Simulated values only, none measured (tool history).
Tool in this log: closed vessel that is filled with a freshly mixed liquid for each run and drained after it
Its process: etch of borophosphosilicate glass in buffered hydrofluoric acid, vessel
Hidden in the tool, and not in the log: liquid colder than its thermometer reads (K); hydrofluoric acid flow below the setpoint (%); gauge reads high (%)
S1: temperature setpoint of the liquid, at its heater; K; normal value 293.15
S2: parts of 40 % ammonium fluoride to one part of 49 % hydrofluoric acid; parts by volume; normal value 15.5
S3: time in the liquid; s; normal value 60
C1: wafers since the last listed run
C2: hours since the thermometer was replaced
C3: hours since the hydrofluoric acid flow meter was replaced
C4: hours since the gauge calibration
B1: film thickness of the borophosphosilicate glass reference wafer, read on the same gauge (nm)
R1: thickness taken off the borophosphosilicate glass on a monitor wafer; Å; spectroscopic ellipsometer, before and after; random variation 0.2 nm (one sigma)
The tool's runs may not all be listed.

run 1 day=0.000 | S1=293.15 S2=15.5 S3=60 | C1=0 C2=1037.6 C3=117.1 C4=1237.6 | B1=100.00 | R1=612.3
-- day=0.962 thermometer replaced
run 2 day=0.983 | S1=293.15 S2=15.5 S3=80 | C1=2892 C2=0.5 C3=140.7 C4=1261.2 | B1=99.98 | R1=819.5
run 3 day=1.708 | S1=293.15 S2=15.5 S3=80 | C1=2226 C2=17.9 C3=158.1 C4=1278.6 | B1=99.99 | R1=817.0
run 4 day=3.000 | S1=294.65 S2=15.5 S3=60 | C1=3967 C2=48.9 C3=189.1 C4=1309.6 | B1=99.98 | R1=665.0
-- day=3.542 gauge calibrated
run 5 day=4.483 | S1=293.15 S2=15.5 S3=60 | C1=4555 C2=84.5 C3=224.7 C4=22.6 | B1=100.02 | R1=609.8
run 6 day=5.104 | S1=293.15 S2=15.5 S3=60 | C1=1906 C2=99.4 C3=239.6 C4=37.5 | B1=100.04 | R1=607.9
run 7 day=8.733 | S1=290.15 S2=10.0 S3=80 | C1=11146 C2=186.5 C3=326.7 C4=124.6 | B1=99.99 | R1=1058.5
run 8 day=9.938 | S1=295.65 S2=15.5 S3=60 | C1=3698 C2=215.4 C3=355.6 C4=153.5 | B1=99.97 | R1=696.8
run 9 day=10.846 | S1=293.15 S2=13.0 S3=60 | C1=2789 C2=237.2 C3=377.4 C4=175.3 | B1=100.01 | R1=723.1
run 10 day=11.388 | S1=290.15 S2=19.0 S3=75 | C1=1663 C2=250.2 C3=390.4 C4=188.3 | B1=99.99 | R1=521.6
run 11 day=12.588 | S1=290.15 S2=11.0 S3=85 | C1=3685 C2=279.0 C3=419.2 C4=217.1 | B1=100.03 | R1=1007.9
run 12 day=13.162 | S1=293.15 S2=21.5 S3=60 | C1=1766 C2=292.8 C3=433.0 C4=230.9 | B1=100.01 | R1=451.4
run 13 day=14.446 | S1=293.15 S2=15.5 S3=60 | C1=3941 C2=323.6 C3=463.8 C4=261.7 | B1=99.98 | R1=601.5
run 14 day=14.971 | S1=297.65 S2=18.5 S3=90 | C1=1612 C2=336.2 C3=476.4 C4=274.3 | B1=100.00 | R1=971.0
run 15 day=15.971 | S1=297.65 S2=17.5 S3=30 | C1=3071 C2=360.2 C3=500.4 C4=298.3 | B1=99.97 | R1=341.1
run 16 day=16.975 | S1=293.15 S2=12.0 S3=75 | C1=3084 C2=384.3 C3=524.5 C4=322.4 | B1=100.00 | R1=964.9
-- day=17.742 hydrofluoric acid flow meter replaced
run 17 day=18.050 | S1=293.15 S2=15.5 S3=60 | C1=3173 C2=410.1 C3=7.4 C4=348.2 | B1=100.02 | R1=619.5
run 18 day=19.042 | S1=290.15 S2=19.0 S3=75 | C1=3045 C2=433.9 C3=31.2 C4=372.0 | B1=100.00 | R1=536.5
run 19 day=19.846 | S1=293.15 S2=15.5 S3=45 | C1=2469 C2=453.2 C3=50.5 C4=391.3 | B1=99.98 | R1=462.5
run 20 day=20.792 | S1=290.15 S2=15.5 S3=60 | C1=2904 C2=475.9 C3=73.2 C4=414.0 | B1=99.99 | R1=519.3
run 21 day=23.421 | S1=295.65 S2=20.0 S3=85 | C1=8075 C2=539.0 C3=136.3 C4=477.1 | B1=100.01 | R1=779.6
run 22 day=24.000 | S1=297.15 S2=13.0 S3=40 | C1=1778 C2=552.9 C3=150.2 C4=491.0 | B1=100.00 | R1=606.4
run 23 day=24.754 | S1=293.15 S2=15.5 S3=30 | C1=2316 C2=571.0 C3=168.3 C4=509.1 | B1=100.03 | R1=306.1
run 24 day=25.446 | S1=293.15 S2=14.0 S3=60 | C1=2124 C2=587.6 C3=184.9 C4=525.7 | B1=100.00 | R1=679.2
run 25 day=26.158 | S1=293.15 S2=15.5 S3=60 | C1=2188 C2=604.7 C3=202.0 C4=542.8 | B1=100.01 | R1=612.6
run 26 day=27.012 | S1=290.15 S2=18.5 S3=60 | C1=2623 C2=625.2 C3=222.5 C4=563.3 | B1=100.01 | R1=434.3
run 27 day=27.675 | S1=293.15 S2=15.5 S3=60 | C1=2034 C2=641.1 C3=238.4 C4=579.2 | B1=99.98 | R1=610.7
run 28 day=28.992 | S1=290.15 S2=10.0 S3=80 | C1=4043 C2=672.7 C3=270.0 C4=610.8 | B1=100.03 | R1=1056.8
run 29 day=29.954 | S1=293.15 S2=11.0 S3=90 | C1=2956 C2=695.8 C3=293.1 C4=633.9 | B1=100.01 | R1=1285.9
run 30 day=30.583 | S1=295.65 S2=15.5 S3=75 | C1=1932 C2=710.9 C3=308.2 C4=649.0 | B1=100.03 | R1=870.9

For some of the steps in R1 from one run to the next: how much would appear even if the tool had no hidden state, given the settings, what came in and random variation, and how much remains for the hidden state plus any gauge scatter that the measured result and the result without hidden state don't share?
Run 11 -> 12: S1 290.15 -> 293.15, S2 11.0 -> 21.5, S3 85 -> 60. R1 -556.5 Å: hidden state +17.4, all else -573.9.
Run 14 -> 15: S2 18.5 -> 17.5, S3 90 -> 30. R1 -629.9 Å: hidden state +17.9, all else -647.8.
Run 15 -> 16: S1 297.65 -> 293.15, S2 17.5 -> 12.0, S3 30 -> 75. R1 +623.8 Å: hidden state -20.2, all else +644.0.
Run 16 -> 17: S2 12.0 -> 15.5, S3 75 -> 60, hydrofluoric acid flow meter replaced. R1 -345.4 Å: hidden state +30.0, all else -375.4.

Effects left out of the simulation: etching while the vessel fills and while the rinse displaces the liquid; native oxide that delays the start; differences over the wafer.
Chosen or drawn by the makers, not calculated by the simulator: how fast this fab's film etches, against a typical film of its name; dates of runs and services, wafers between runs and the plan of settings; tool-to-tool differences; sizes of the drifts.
